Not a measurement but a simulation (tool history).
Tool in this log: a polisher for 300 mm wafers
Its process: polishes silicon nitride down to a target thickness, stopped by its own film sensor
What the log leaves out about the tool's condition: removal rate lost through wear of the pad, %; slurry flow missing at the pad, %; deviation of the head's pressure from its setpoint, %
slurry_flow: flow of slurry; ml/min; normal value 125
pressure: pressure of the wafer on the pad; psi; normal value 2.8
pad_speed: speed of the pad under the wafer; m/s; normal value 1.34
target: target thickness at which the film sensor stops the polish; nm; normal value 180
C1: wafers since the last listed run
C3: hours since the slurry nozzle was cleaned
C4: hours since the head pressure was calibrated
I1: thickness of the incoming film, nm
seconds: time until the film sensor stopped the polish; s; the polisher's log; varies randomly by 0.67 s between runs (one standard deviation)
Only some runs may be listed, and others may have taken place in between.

Run 1, hour 0.0: usual settings; C1 0; wafers polished on this pad 3505; C3 78.5; C4 488.2; I1 286.7. Result: seconds 66.2 s.
At hour 50.1: worn pad replaced by a new one.
Run 2, hour 59.9: usual settings; C1 657; wafers polished on this pad 115; C3 138.4; C4 548.1; I1 288.5. Result: seconds 67.7 s.
Run 3, hour 117.6: usual settings; C1 679; wafers polished on this pad 794; C3 196.1; C4 605.8; I1 289.1. Result: seconds 69.9 s.
Run 4, hour 164.4: usual settings; C1 550; wafers polished on this pad 1345; C3 242.9; C4 652.6; I1 285.0. Result: seconds 65.4 s.
Run 5, hour 203.7: usual settings; C1 462; wafers polished on this pad 1808; C3 282.2; C4 691.9; I1 289.0. Result: seconds 68.9 s.
Run 6, hour 268.5: usual settings; C1 762; wafers polished on this pad 2570; C3 347.0; C4 756.7; I1 289.1. Result: seconds 72.6 s.
At hour 286.9: head pressure recalibrated.
Run 7, hour 325.4: usual settings but pad_speed 1.14 m/s, target 190 nm; C1 646; wafers polished on this pad 3216; C3 403.9; C4 38.5; I1 291.9. Result: seconds 65.9 s.
At hour 330.8: slurry nozzle cleaned.
Run 8, hour 383.7: usual settings but pad_speed 1.14 m/s, target 190 nm; C1 674; wafers polished on this pad 3891; C3 52.9; C4 96.8; I1 290.9. Result: seconds 65.8 s.
Run 9, hour 446.2: usual settings but pressure 2.4 psi, pad_speed 1.48 m/s; C1 735; wafers polished on this pad 4627; C3 115.4; C4 159.3; I1 290.6. Result: seconds 70.9 s.
At hour 474.5: worn pad replaced by a new one, of another model than before.
Run 10, hour 496.0: usual settings; C1 539; wafers polished on this pad 252; C3 165.2; C4 209.1; I1 289.6. Result: seconds 63.9 s.
Run 11, hour 578.7: usual settings but slurry_flow 110 ml/min; C1 973; wafers polished on this pad 1226; C3 247.9; C4 291.8; I1 290.6. Result: seconds 67.7 s.
Run 12, hour 648.0: usual settings; C1 815; wafers polished on this pad 2042; C3 317.2; C4 361.1; I1 293.5. Result: seconds 67.7 s.
At hour 702.6: slurry nozzle cleaned.
Run 13, hour 714.9: usual settings but pressure 2.2 psi; C1 775; wafers polished on this pad 2817; C3 12.3; C4 428.0; I1 286.2. Result: seconds 70.8 s.
Run 14, hour 751.3: usual settings but pressure 2.2 psi; C1 428; wafers polished on this pad 3246; C3 48.7; C4 464.4; I1 294.9. Result: seconds 76.2 s.
Run 15, hour 810.2: usual settings but pressure 2.2 psi; C1 693; wafers polished on this pad 3939; C3 107.6; C4 523.3; I1 293.4. Result: seconds 75.4 s.
At hour 827.8: worn pad replaced by a new one.
Run 16, hour 866.7: usual settings; C1 617; wafers polished on this pad 457; C3 164.1; C4 579.8; I1 288.4. Result: seconds 65.8 s.
Run 17, hour 907.0: usual settings but pad_speed 1.44 m/s; C1 474; wafers polished on this pad 931; C3 204.4; C4 620.1; I1 287.6. Result: seconds 60.1 s.
Run 18, hour 937.0: usual settings but slurry_flow 145 ml/min, pressure 2.0 psi, pad_speed 1.12 m/s, target 207 nm; C1 353; wafers polished on this pad 1285; C3 234.4; C4 650.1; I1 290.8. Result: seconds 68.7 s.
Run 19, hour 968.4: usual settings; C1 369; wafers polished on this pad 1654; C3 265.8; C4 681.5; I1 286.3. Result: seconds 65.5 s.
At hour 988.8: head pressure recalibrated.
At hour 1108.8: slurry nozzle cleaned.
Run 20, hour 1175.5: usual settings; C1 2402; wafers polished on this pad 4056; C3 66.7; C4 186.7; I1 290.0. Result: seconds 64.7 s.
At hour 1183.2: worn pad replaced by a new one.
Run 21, hour 1211.7: usual settings; C1 379; wafers polished on this pad 334; C3 102.9; C4 222.9; I1 294.7. Result: seconds 67.6 s.
Run 22, hour 1283.0: usual settings but slurry_flow 160 ml/min; C1 839; wafers polished on this pad 1174; C3 174.2; C4 294.2; I1 285.3. Result: seconds 61.7 s.
Run 23, hour 1311.4: usual settings; C1 334; wafers polished on this pad 1508; C3 202.6; C4 322.6; I1 290.9. Result: seconds 66.7 s.
Run 24, hour 1381.1: usual settings but slurry_flow 105 ml/min, pressure 3.8 psi, pad_speed 1.58 m/s, target 192 nm; C1 820; wafers polished on this pad 2328; C3 272.3; C4 392.3; I1 288.6. Result: seconds 43.3 s.
Run 25, hour 1452.1: usual settings but slurry_flow 110 ml/min, pressure 3.2 psi, target 202 nm; C1 835; wafers polished on this pad 3164; C3 343.3; C4 463.3; I1 292.9. Result: seconds 52.7 s.
Run 26, hour 1478.4: usual settings but target 161 nm; C1 309; wafers polished on this pad 3474; C3 369.6; C4 489.6; I1 293.4. Result: seconds 80.2 s.
At hour 1498.5: slurry nozzle cleaned.
At hour 1533.5: worn pad replaced by a new one.
Run 27, hour 1534.0: usual settings but slurry_flow 105 ml/min, pressure 2.5 psi, target 196 nm; C1 595; wafers polished on this pad 5; C3 35.5; C4 545.2; I1 291.5. Result: seconds 63.3 s.
Run 28, hour 1567.8: usual settings; C1 397; wafers polished on this pad 403; C3 69.3; C4 579.0; I1 287.1. Result: seconds 64.8 s.
Run 29, hour 1615.5: usual settings but slurry_flow 85 ml/min, target 154 nm; C1 561; wafers polished on this pad 964; C3 117.0; C4 626.7; I1 293.1. Result: seconds 91.9 s.
At hour 1639.2: head pressure recalibrated.
Run 30, hour 1671.4: usual settings but pad_speed 0.94 m/s; C1 634; wafers polished on this pad 1599; C3 172.9; C4 32.2; I1 289.8. Result: seconds 92.9 s.
Run 31, hour 1725.6: usual settings; C1 637; wafers polished on this pad 2237; C3 227.1; C4 86.4; I1 286.9. Result: seconds 63.6 s.
Run 32, hour 1790.1: usual settings but slurry_flow 105 ml/min; C1 759; wafers polished on this pad 2996; C3 291.6; C4 150.9; I1 288.7. Result: seconds 64.8 s.
Run 33, hour 1822.7: usual settings but target 193 nm; C1 383; wafers polished on this pad 3379; C3 324.2; C4 183.5; I1 291.8. Result: seconds 58.9 s.
At hour 1834.2: slurry nozzle cleaned.
At hour 1882.1: worn pad replaced by a new one.
Run 34, hour 1887.9: usual settings but pressure 3.6 psi, pad_speed 1.68 m/s, target 156 nm; C1 708; wafers polished on this pad 68; C3 53.7; C4 248.7; I1 287.7. Result: seconds 55.1 s.

Run-by-run hidden state of the tool:
removal rate lost through wear of the pad, %: 0 in every run
slurry flow missing at the pad, %: 0 in every run
H1: deviation of the head's pressure from its setpoint, %
run      H1
  1   -7.61
  2   -8.52
  3   -9.39
  4   -10.1
  5   -10.7
  6   -11.7
  7  -0.677
  8   -1.56
  9   -2.51
 10   -3.26
 11   -4.52
 12   -5.57
 13   -6.58
 14   -7.13
 15   -8.03
 16   -8.88
 17   -9.49
 18   -9.95
 19   -10.4
 20   -4.29
 21   -4.84
 22   -5.92
 23   -6.35
 24   -7.41
 25   -8.49
 26   -8.88
 27   -9.73
 28   -10.2
 29     -11
 30   0.278
 31  -0.544
 32   -1.52
 33   -2.02
 34      -3

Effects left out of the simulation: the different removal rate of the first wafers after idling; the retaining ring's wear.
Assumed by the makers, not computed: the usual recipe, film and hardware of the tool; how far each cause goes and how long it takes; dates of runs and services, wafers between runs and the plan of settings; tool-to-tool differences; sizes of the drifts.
